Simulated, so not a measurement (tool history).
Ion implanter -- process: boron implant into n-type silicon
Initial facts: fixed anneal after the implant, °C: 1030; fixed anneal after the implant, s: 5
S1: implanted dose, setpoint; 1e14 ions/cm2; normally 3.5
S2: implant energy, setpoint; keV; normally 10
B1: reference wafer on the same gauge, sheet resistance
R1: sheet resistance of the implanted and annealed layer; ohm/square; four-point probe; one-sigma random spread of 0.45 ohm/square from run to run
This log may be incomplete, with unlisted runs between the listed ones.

Run 1, day 0: usual settings; B1 333.93. Result: R1 294.98 ohm/square.
Run 2, day 0.417: usual settings; B1 334.05. Result: R1 295.61 ohm/square.
Run 3, day 1.029: usual settings; B1 333.79. Result: R1 295.11 ohm/square.
Run 4, day 1.683: usual settings; B1 333.94. Result: R1 295.62 ohm/square.
Run 5, day 1.979: usual settings but S1 2.85 1e14 ions/cm2; B1 333.97. Result: R1 351.65 ohm/square.
Run 6, day 2.367: usual settings but S2 7.5 keV; B1 334.11. Result: R1 306.41 ohm/square.
Run 7, day 2.796: usual settings; B1 334.06. Result: R1 295.44 ohm/square.
Run 8, day 3.308: usual settings; B1 333.99. Result: R1 295.58 ohm/square.
Run 9, day 3.792: usual settings; B1 334.16. Result: R1 295.51 ohm/square.
Run 10, day 4.312: usual settings; B1 334.03. Result: R1 295.44 ohm/square.
Run 11, day 4.692: usual settings; B1 334.03. Result: R1 295.07 ohm/square.
Run 12, day 5.433: usual settings; B1 333.91. Result: R1 295.74 ohm/square.
Run 13, day 5.842: usual settings; B1 333.91. Result: R1 296.43 ohm/square.
Run 14, day 6.171: usual settings; B1 334.14. Result: R1 295.34 ohm/square.
Run 15, day 6.829: usual settings; B1 334.01. Result: R1 294.71 ohm/square.
Run 16, day 7.275: usual settings but S1 3.99 1e14 ions/cm2; B1 333.89. Result: R1 264.67 ohm/square.
Run 17, day 8.008: usual settings but S2 7 keV; B1 333.91. Result: R1 309.18 ohm/square.
Run 18, day 8.558: usual settings but S1 2.5 1e14 ions/cm2; B1 333.94. Result: R1 392.45 ohm/square.
Run 19, day 9.817: usual settings but S2 13 keV; B1 334.11. Result: R1 286.83 ohm/square.
Run 20, day 10.292: usual settings but S1 4.22 1e14 ions/cm2, S2 12 keV; B1 333.84. Result: R1 248.12 ohm/square.
Run 21, day 10.767: usual settings; B1 333.97. Result: R1 295.61 ohm/square.
Run 22, day 11.338: usual settings but S1 4.29 1e14 ions/cm2, S2 8 keV; B1 334.12. Result: R1 254.16 ohm/square.
Run 23, day 11.625: usual settings; B1 333.98. Result: R1 295.27 ohm/square.
Run 24, day 12.929: usual settings but S2 12.5 keV; B1 333.97. Result: R1 288.25 ohm/square.
Run 25, day 13.579: usual settings but S1 2.88 1e14 ions/cm2; B1 333.94. Result: R1 347.58 ohm/square.
Run 26, day 13.879: usual settings but S1 2.82 1e14 ions/cm2, S2 7 keV; B1 334.08. Result: R1 371.04 ohm/square.
Run 27, day 14.358: usual settings but S1 2.53 1e14 ions/cm2; B1 334.18. Result: R1 388.13 ohm/square.
Run 28, day 14.829: usual settings; B1 334.06. Result: R1 295.22 ohm/square.
Run 29, day 15.333: usual settings but S1 3.98 1e14 ions/cm2, S2 7 keV; B1 333.93. Result: R1 281.47 ohm/square.
Run 30, day 17.008: usual settings but S2 7 keV; B1 333.8. Result: R1 314.39 ohm/square.
Run 31, day 17.483: usual settings; B1 333.9. Result: R1 301.15 ohm/square.
Run 32, day 17.767: usual settings; B1 334.08. Result: R1 301.18 ohm/square.
Run 33, day 18.388: usual settings but S1 4.36 1e14 ions/cm2, S2 7.5 keV; B1 333.9. Result: R1 256.65 ohm/square.
Run 34, day 18.658: usual settings but S1 3.07 1e14 ions/cm2, S2 12 keV; B1 334.04. Result: R1 329.26 ohm/square.
Run 35, day 19.221: usual settings; B1 333.97. Result: R1 300.8 ohm/square.
Run 36, day 19.546: usual settings but S2 13 keV; B1 334. Result: R1 292.17 ohm/square.
Run 37, day 20.5: usual settings but S1 4.19 1e14 ions/cm2, S2 8 keV; B1 334.15. Result: R1 264.15 ohm/square.

Put back what was entered between runs (3 entries, withheld): which listed runs does each sit between, and how does the hidden state differ from the listed run before to the listed run after?
Runs 9 to 10: extraction supply calibrated (day 4.292)
  deviation of the true dose from the Faraday cup's reading, %: 2.92 -> 2.93
  the result without the hidden state subtracted from the measured one, R1: -7.32 -> -7.34 ohm/square
Runs 28 to 29: gauge calibrated (day 14.988); Faraday cup replaced and dose calibrated (day 15.217)
  deviation of the true dose from the Faraday cup's reading, %: 3.04 -> 0.373
  the result without the hidden state subtracted from the measured one, R1: -7.61 -> -0.91 ohm/square

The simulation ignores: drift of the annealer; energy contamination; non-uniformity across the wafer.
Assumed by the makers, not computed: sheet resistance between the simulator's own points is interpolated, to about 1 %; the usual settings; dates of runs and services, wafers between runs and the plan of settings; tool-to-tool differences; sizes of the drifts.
